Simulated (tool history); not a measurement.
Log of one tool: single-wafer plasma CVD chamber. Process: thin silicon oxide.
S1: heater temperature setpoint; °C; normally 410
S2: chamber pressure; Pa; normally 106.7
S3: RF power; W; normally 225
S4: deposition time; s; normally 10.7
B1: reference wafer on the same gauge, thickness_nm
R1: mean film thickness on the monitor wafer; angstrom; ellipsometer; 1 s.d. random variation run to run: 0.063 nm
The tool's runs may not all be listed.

Run 1, day 0.000: usual settings but S1 417 °C, S3 205 W; B1 16.302. Result: R1 149.29 angstrom.
Run 2, day 1.950: usual settings; B1 16.302. Result: R1 153.34 angstrom.
Run 3, day 2.496: usual settings but S2 126.7 Pa; B1 16.284. Result: R1 179.50 angstrom.
At day 2.967: capacitance manometer re-zeroed and calibrated.
Run 4, day 2.988: usual settings but S3 255 W; B1 16.309. Result: R1 175.35 angstrom.
Run 5, day 3.508: usual settings but S3 255 W; B1 16.285. Result: R1 175.56 angstrom.
Run 6, day 3.938: usual settings; B1 16.297. Result: R1 167.03 angstrom.
Run 7, day 4.433: usual settings; B1 16.291. Result: R1 166.74 angstrom.
Run 8, day 4.712: usual settings; B1 16.295. Result: R1 166.53 angstrom.
Run 9, day 5.183: usual settings but S1 414 °C, S2 113.6 Pa; B1 16.299. Result: R1 177.58 angstrom.
At day 6.167: thermocouple changed; heater temperature recalibrated.
Run 10, day 6.188: usual settings; B1 16.299. Result: R1 167.88 angstrom.
Run 11, day 6.246: usual settings but S3 190 W, S4 9.3 s; B1 16.280. Result: R1 137.82 angstrom.
Run 12, day 6.758: usual settings; B1 16.293. Result: R1 166.91 angstrom.
At day 6.971: gauge calibrated.
Run 13, day 7.225: usual settings; B1 16.288. Result: R1 167.37 angstrom.
At day 7.925: showerhead replaced.
Run 14, day 7.946: usual settings but S1 401 °C, S2 131.1 Pa, S3 245 W, S4 12.7 s; B1 16.289. Result: R1 243.79 angstrom.
At day 8.608: RF generator calibrated.
Run 15, day 9.867: usual settings but S3 255 W; B1 16.307. Result: R1 175.02 angstrom.
Run 16, day 10.138: usual settings but S1 414 °C, S2 94.5 Pa, S4 12.3 s; B1 16.304. Result: R1 169.88 angstrom.
Run 17, day 10.671: usual settings but S1 420 °C, S2 120.8 Pa, S4 12.4 s; B1 16.286. Result: R1 214.49 angstrom.
Run 18, day 11.050: usual settings but S1 403 °C, S2 122.0 Pa; B1 16.308. Result: R1 188.75 angstrom.

What will run 19 give?
Run 19, day 11.671: usual settings but S2 95.5 Pa; B1 ?. Result: R1 ?.

B1: 16.310
R1: 149.40 angstrom
The same run, on a tool lacking any hidden state, would have yielded R1 148.78 angstrom.
